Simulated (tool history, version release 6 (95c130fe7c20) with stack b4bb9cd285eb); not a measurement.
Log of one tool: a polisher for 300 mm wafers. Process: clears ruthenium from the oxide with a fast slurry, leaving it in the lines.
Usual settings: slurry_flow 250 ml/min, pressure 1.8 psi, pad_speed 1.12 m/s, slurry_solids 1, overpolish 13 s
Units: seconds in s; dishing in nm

run,hour,slurry_flow,pressure,pad_speed,slurry_solids,overpolish,"incoming thickness of the incoming film, nm",seconds,dishing
1,0,190,1.6,1.12,1,13,229.1,81.7,33.5
2,54.4,190,1.6,1.12,1,13,230,83.5,32.8
3,82.9,250,1.6,1.12,1,13,230,79.8,36
4,112.9,250,1.6,1.12,1,13,233.4,80.5,34.9
5,148.6,250,1.8,1.12,1.1,13,227,67.6,39.4
6,180.9,250,1.8,1.12,1,7,228.6,65.9,23.3
7,248.7,250,1.8,1.12,1,15,225.8,67.2,46.8
8,306.4,250,1.8,1.12,1,19,229,64.8,56.8
9,359.1,250,1.8,1.12,1,16,229.9,64.3,46.6
10,402.5,250,1.8,1.12,1,16,234.7,73.9,45
11,431.3,190,1.8,0.98,1,13,232.5,85.1,32.2
12,464.1,190,1.8,0.98,1,13,226.4,77.1,34.9
13,512,210,1.8,1.12,1,13,230.5,71.4,39.8
14,576.4,190,1.8,0.98,1,13,227.7,81.4,33.6
15,631.5,250,1.2,1.34,1,13,233.8,83.7,33.9
16,674.7,250,1.8,0.86,1,5,233.9,94.7,12.5
17,743,250,1.8,1.12,1,13,230.5,66.2,41.3
18,843.2,250,2.3,1.12,1,13,231.3,56.5,44.9
19,911.2,250,1.8,1.12,1.1,18,234.2,67.2,56.1
20,969,330,2.4,1.12,0.85,19,226.6,54.7,64.2
21,1033.2,250,1.8,1.12,1,13,226.7,66.2,39.7
22,1066.5,250,1.8,1.12,0.7,13,230.2,85.4,32.2
23,1133.2,250,1.3,1.48,0.75,17,226.9,83.1,40.6
24,1160.1,250,1.8,1.12,1,13,227,69.9,38.3

Not shown: 14 entries that the log had between the listed runs. Between which runs, and how does the tool's hidden state differ before and after?
Between runs 5 and 6: slurry blender recalibrated (hour 166.4)
  deviation of the head's pressure from its setpoint, %: 3.32 -> 4.4; abrasive missing from the slurry, %: 16.6 -> 2.75
  measured less the result without the state, seconds: +3.9 -> -1.6 s; dishing: -2.2 -> +0.5 nm
Between runs 6 and 7: worn pad replaced by a new one (hour 190.3)
  deviation of the head's pressure from its setpoint, %: 4.4 -> 7.33; abrasive missing from the slurry, %: 2.75 -> 10.4
  measured less the result without the state, seconds: -1.6 -> -0.5 s; dishing: +0.5 -> +0.3 nm
Between runs 9 and 10: head pressure recalibrated (hour 370.4); slurry nozzle cleaned (hour 398.5)
  deviation of the head's pressure from its setpoint, %: 14.1 -> 1.42; abrasive missing from the slurry, %: 15.1 -> 15.8
  measured less the result without the state, seconds: -2.1 -> +5.2 s; dishing: +1.3 -> -3.2 nm
Between runs 11 and 12: worn pad replaced by a new one (hour 436.2); slurry blender recalibrated (hour 447.8)
  deviation of the head's pressure from its setpoint, %: 1.69 -> 2.19; abrasive missing from the slurry, %: 16.1 -> 4.34
  measured less the result without the state, seconds: +6 -> +0.2 s; dishing: -2.3 -> -0.1 nm
Between runs 15 and 16: head pressure recalibrated (hour 669.6)
  deviation of the head's pressure from its setpoint, %: 8.1 -> 1.12; abrasive missing from the slurry, %: 16.2 -> 17
  measured less the result without the state, seconds: +1.8 -> +7.6 s; dishing: -0.7 -> -1 nm
Between runs 16 and 17: worn pad replaced by a new one (hour 687.3); slurry blender recalibrated (hour 740.5)
  deviation of the head's pressure from its setpoint, %: 1.12 -> 1.65; abrasive missing from the slurry, %: 17 -> 0.548
  measured less the result without the state, seconds: +7.6 -> -0.8 s; dishing: -1 -> +0.4 nm
Between runs 18 and 19: worn pad replaced by a new one (hour 889.7)
  deviation of the head's pressure from its setpoint, %: 4.11 -> 6.92; abrasive missing from the slurry, %: 11.7 -> 14.4
  measured less the result without the state, seconds: +1.4 -> +1 s; dishing: -1 -> -0.8 nm
Between runs 20 and 21: head pressure recalibrated (hour 980.5); slurry nozzle cleaned (hour 997.9); slurry blender recalibrated (hour 1032.7)
  deviation of the head's pressure from its setpoint, %: 10 -> 1.12; abrasive missing from the slurry, %: 15.6 -> 2.01
  measured less the result without the state, seconds: +0.5 -> +0 s; dishing: -0.5 -> +0 nm
Between runs 23 and 24: worn pad replaced by a new one (hour 1144.9)
  deviation of the head's pressure from its setpoint, %: 3.16 -> 4.05; abrasive missing from the slurry, %: 13.4 -> 14.8
  measured less the result without the state, seconds: +4.5 -> +3.2 s; dishing: -2.1 -> -1.7 nm
